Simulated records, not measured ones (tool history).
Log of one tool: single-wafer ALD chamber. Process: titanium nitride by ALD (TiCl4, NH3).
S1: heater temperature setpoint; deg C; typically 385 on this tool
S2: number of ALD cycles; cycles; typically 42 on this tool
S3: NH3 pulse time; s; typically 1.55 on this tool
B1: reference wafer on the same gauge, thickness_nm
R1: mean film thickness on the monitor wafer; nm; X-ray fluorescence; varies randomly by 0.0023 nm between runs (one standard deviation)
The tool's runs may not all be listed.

Run 1, hour 0: usual settings but S2 47 cycles, S3 1.32 s; B1 0.803. Result: R1 1.016 nm.
Run 2, hour 89.3: usual settings but S1 380 deg C; B1 0.806. Result: R1 0.91 nm.
Run 3, hour 121.3: usual settings; B1 0.806. Result: R1 0.919 nm.
Run 4, hour 154.6: usual settings; B1 0.807. Result: R1 0.919 nm.
Run 5, hour 182.5: usual settings but S2 45 cycles; B1 0.808. Result: R1 0.983 nm.
Run 6, hour 207.1: usual settings but S2 45 cycles; B1 0.808. Result: R1 0.989 nm.
Run 7, hour 231.9: usual settings but S1 376 deg C; B1 0.807. Result: R1 0.907 nm.
Run 8, hour 264.8: usual settings but S1 376 deg C; B1 0.808. Result: R1 0.907 nm.
Run 9, hour 283.2: usual settings but S1 376 deg C; B1 0.809. Result: R1 0.907 nm.
Run 10, hour 313.5: usual settings but S1 381 deg C; B1 0.808. Result: R1 0.911 nm.
Run 11, hour 332: usual settings; B1 0.809. Result: R1 0.922 nm.
Run 12, hour 351: usual settings but S2 35 cycles; B1 0.808. Result: R1 0.765 nm.
Run 13, hour 364.3: usual settings but S2 35 cycles; B1 0.808. Result: R1 0.769 nm.
Run 14, hour 381.5: usual settings but S2 35 cycles; B1 0.809. Result: R1 0.771 nm.
At hour 382.8: gauge calibrated.
Run 15, hour 399.6: usual settings; B1 0.799. Result: R1 0.906 nm.
Run 16, hour 424.5: usual settings but S3 1.91 s; B1 0.801. Result: R1 0.927 nm.

What will run 17 give?
At hour 433: showerhead replaced.
At hour 444.6: thermocouple changed; heater temperature recalibrated.
Run 17, hour 445.1: usual settings but S3 1.82 s; B1 ?. Result: R1 ?.

{"run 17": {"B1": 0.8, "R1": 0.921}}
On a tool with no hidden condition, and with the same random variation, this run would have come out at R1 0.918 nm.

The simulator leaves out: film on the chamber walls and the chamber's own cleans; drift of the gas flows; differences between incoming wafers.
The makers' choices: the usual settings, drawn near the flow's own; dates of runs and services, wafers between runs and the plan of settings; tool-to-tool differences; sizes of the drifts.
